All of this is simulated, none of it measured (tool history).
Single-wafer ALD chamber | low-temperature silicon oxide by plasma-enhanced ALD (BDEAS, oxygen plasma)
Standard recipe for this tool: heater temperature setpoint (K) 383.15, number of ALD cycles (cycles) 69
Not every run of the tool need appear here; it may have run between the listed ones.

run,day,heater temperature setpoint (K),number of ALD cycles (cycles),wafers since the last listed run,hours since the last thermocouple change,hours since the gauge calibration,"read-back reference wafer on the same gauge, thickness_nm",mean film thickness on the monitor wafer (nm)
1,0,383.15,69,0,995.3,495.9,10.135,9.481
2,1.679,383.15,69,211,1035.6,536.2,10.142,9.453
3,3.346,373.15,77,210,1075.6,576.2,10.145,10.817
4,6.283,373.15,77,370,1146.1,646.7,10.128,10.835
5,8.246,373.15,77,247,1193.2,693.8,10.144,10.817
6,9.804,383.15,69,196,1230.6,731.2,10.136,9.474
7,12.425,383.15,69,330,1293.5,794.1,10.137,9.501
8,16.446,383.15,69,507,1390,890.6,10.136,9.518
9,19.292,383.15,69,358,1458.3,958.9,10.134,9.536
10,21.642,383.15,73,296,1514.7,1015.3,10.141,10.015
11,23.121,383.15,69,186,1550.2,1050.8,10.138,9.46
12,25.196,383.15,69,261,1600,1100.6,10.136,9.511
13,27.342,383.15,69,270,1651.5,1152.1,10.133,9.497
14,28.492,376.15,69,145,1679.1,1179.7,10.144,9.597
15,31.388,376.15,69,365,1748.6,1249.2,10.151,9.617
16,34.338,383.15,69,372,1819.4,1320,10.138,9.476
17,36.662,383.15,69,293,1875.2,1375.8,10.134,9.431
18,39,376.15,60,294,1931.3,1431.9,10.138,8.36
19,40.288,377.15,61,162,1962.2,1462.8,10.138,8.494
20,42.133,370.15,79,232,2006.5,1507.1,10.14,11.221
# day 42.858: thermocouple changed; heater temperature recalibrated
21,44.9,383.15,69,306,49,1573.5,10.136,9.381
22,46.754,383.15,69,233,93.5,1618,10.134,9.417
23,48.921,383.15,59,273,145.5,1670,10.13,8.059
24,51.15,383.15,69,281,199,1723.5,10.143,9.411
# day 52.454: gauge calibrated
25,59.558,372.15,62,1060,400.8,170.5,10.143,8.68
26,61.342,377.15,61,224,443.6,213.3,10.142,8.447
27,64.208,383.15,69,361,512.4,282.1,10.133,9.486
28,65.608,368.15,60,176,546,315.7,10.136,8.524
29,70.742,383.15,69,647,669.2,438.9,10.129,9.457

Expected results for the next run?
30,73.35,383.15,66,328,731.8,501.5,?,?

For run 30 the tool returned read-back reference wafer on the same gauge, thickness_nm 10.14, mean film thickness on the monitor wafer (nm) 9.005.
On a tool with no hidden condition, and with the same random variation, this run would have come out at mean film thickness on the monitor wafer (nm) 8.943.

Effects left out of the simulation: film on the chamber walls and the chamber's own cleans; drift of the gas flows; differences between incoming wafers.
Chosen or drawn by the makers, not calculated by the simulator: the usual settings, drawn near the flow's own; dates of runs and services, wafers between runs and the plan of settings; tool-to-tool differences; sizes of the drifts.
